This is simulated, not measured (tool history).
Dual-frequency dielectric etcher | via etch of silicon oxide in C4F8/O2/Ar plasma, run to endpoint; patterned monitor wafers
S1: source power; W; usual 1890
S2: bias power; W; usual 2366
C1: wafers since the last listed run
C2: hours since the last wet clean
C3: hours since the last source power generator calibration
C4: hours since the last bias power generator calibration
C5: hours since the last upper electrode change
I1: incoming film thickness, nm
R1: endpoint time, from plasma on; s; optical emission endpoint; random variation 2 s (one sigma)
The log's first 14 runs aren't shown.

{"run": 15, "hour": 143.1, "S1": 1760, "S2": 2366, "C1": 2, "C2": 1.3, "C3": 20.6, "C4": 15.3, "C5": 1859.8, "I1": 1500.4, "R1": 293.3}
{"run": 16, "hour": 151.4, "S1": 1890, "S2": 2664, "C1": 46, "C2": 9.6, "C3": 28.9, "C4": 23.6, "C5": 1868.1, "I1": 1492.6, "R1": 270.4}
{"run": 17, "hour": 159.2, "S1": 1630, "S2": 2902, "C1": 43, "C2": 17.4, "C3": 36.7, "C4": 31.4, "C5": 1875.9, "I1": 1485.8, "R1": 284.9}
{"run": 18, "hour": 168.0, "S1": 1890, "S2": 2366, "C1": 49, "C2": 26.2, "C3": 45.5, "C4": 40.2, "C5": 1884.7, "I1": 1475.8, "R1": 281.6}
{"run": 19, "hour": 177.7, "S1": 1480, "S2": 2010, "C1": 54, "C2": 35.9, "C3": 55.2, "C4": 49.9, "C5": 1894.4, "I1": 1506.2, "R1": 360.1}
{"hour": 203.0, "done": "upper electrode replaced"}
{"run": 20, "hour": 203.5, "S1": 2160, "S2": 2366, "C1": 10, "C2": 61.7, "C3": 81.0, "C4": 75.7, "C5": 0.5, "I1": 1515.0, "R1": 265.6}
{"run": 21, "hour": 203.9, "S1": 1740, "S2": 2366, "C1": 2, "C2": 62.1, "C3": 81.4, "C4": 76.1, "C5": 0.9, "I1": 1496.5, "R1": 301.1}
{"run": 22, "hour": 215.7, "S1": 1480, "S2": 2590, "C1": 65, "C2": 73.9, "C3": 93.2, "C4": 87.9, "C5": 12.7, "I1": 1489.5, "R1": 320.7}
{"run": 23, "hour": 229.5, "S1": 1890, "S2": 2366, "C1": 76, "C2": 87.7, "C3": 107.0, "C4": 101.7, "C5": 26.5, "I1": 1489.3, "R1": 282.1}
{"run": 24, "hour": 245.4, "S1": 1890, "S2": 2366, "C1": 88, "C2": 103.6, "C3": 122.9, "C4": 117.6, "C5": 42.4, "I1": 1498.6, "R1": 283.4}
{"run": 25, "hour": 260.4, "S1": 2340, "S2": 1914, "C1": 83, "C2": 118.6, "C3": 137.9, "C4": 132.6, "C5": 57.4, "I1": 1503.7, "R1": 268.4}
{"run": 26, "hour": 275.4, "S1": 2320, "S2": 2058, "C1": 83, "C2": 133.6, "C3": 152.9, "C4": 147.6, "C5": 72.4, "I1": 1503.9, "R1": 266.0}
{"run": 27, "hour": 284.3, "S1": 1890, "S2": 2366, "C1": 49, "C2": 142.5, "C3": 161.8, "C4": 156.5, "C5": 81.3, "I1": 1507.2, "R1": 290.3}
{"run": 28, "hour": 291.4, "S1": 2200, "S2": 1856, "C1": 39, "C2": 149.6, "C3": 168.9, "C4": 163.6, "C5": 88.4, "I1": 1511.1, "R1": 283.8}
{"run": 29, "hour": 331.5, "S1": 2340, "S2": 2826, "C1": 223, "C2": 189.7, "C3": 209.0, "C4": 203.7, "C5": 128.5, "I1": 1495.4, "R1": 237.4}
{"run": 30, "hour": 348.6, "S1": 2310, "S2": 2141, "C1": 95, "C2": 206.8, "C3": 226.1, "C4": 220.8, "C5": 145.6, "I1": 1488.1, "R1": 260.4}
{"run": 31, "hour": 364.6, "S1": 1890, "S2": 2366, "C1": 89, "C2": 222.8, "C3": 242.1, "C4": 236.8, "C5": 161.6, "I1": 1486.2, "R1": 287.3}
{"run": 32, "hour": 378.7, "S1": 1890, "S2": 2366, "C1": 78, "C2": 236.9, "C3": 256.2, "C4": 250.9, "C5": 175.7, "I1": 1495.7, "R1": 286.3}
{"run": 33, "hour": 392.5, "S1": 1710, "S2": 2207, "C1": 76, "C2": 250.7, "C3": 270.0, "C4": 264.7, "C5": 189.5, "I1": 1511.0, "R1": 315.9}
{"run": 34, "hour": 400.3, "S1": 1560, "S2": 2955, "C1": 43, "C2": 258.5, "C3": 277.8, "C4": 272.5, "C5": 197.3, "I1": 1513.3, "R1": 307.3}

Forecast each of these 5 alternatives for the next run:
{"run": "A", "hour": 400.8, "S1": 2290, "S2": 2366, "C1": 2, "C2": 259.0, "C3": 278.3, "C4": 273.0, "C5": 197.8, "I1": 1489.7, "R1": "?"}
{"run": "B", "hour": 400.8, "S1": 1890, "S2": 1991, "C1": 2, "C2": 259.0, "C3": 278.3, "C4": 273.0, "C5": 197.8, "I1": 1489.7, "R1": "?"}
{"run": "C", "hour": 400.8, "S1": 1890, "S2": 2624, "C1": 2, "C2": 259.0, "C3": 278.3, "C4": 273.0, "C5": 197.8, "I1": 1489.7, "R1": "?"}
{"run": "D", "hour": 400.8, "S1": 1770, "S2": 2172, "C1": 2, "C2": 259.0, "C3": 278.3, "C4": 273.0, "C5": 197.8, "I1": 1489.7, "R1": "?"}
{"run": "E", "hour": 400.8, "S1": 2110, "S2": 1798, "C1": 2, "C2": 259.0, "C3": 278.3, "C4": 273.0, "C5": 197.8, "I1": 1489.7, "R1": "?"}

run=A R1=254.2
run=B R1=301.2
run=C R1=276.1
run=D R1=305.9
run=E R1=290.0
Without the tool's hidden state the same runs would have given:
run=A R1=249.6
run=B R1=295.7
run=C R1=271.1
run=D R1=300.4
run=E R1=284.8
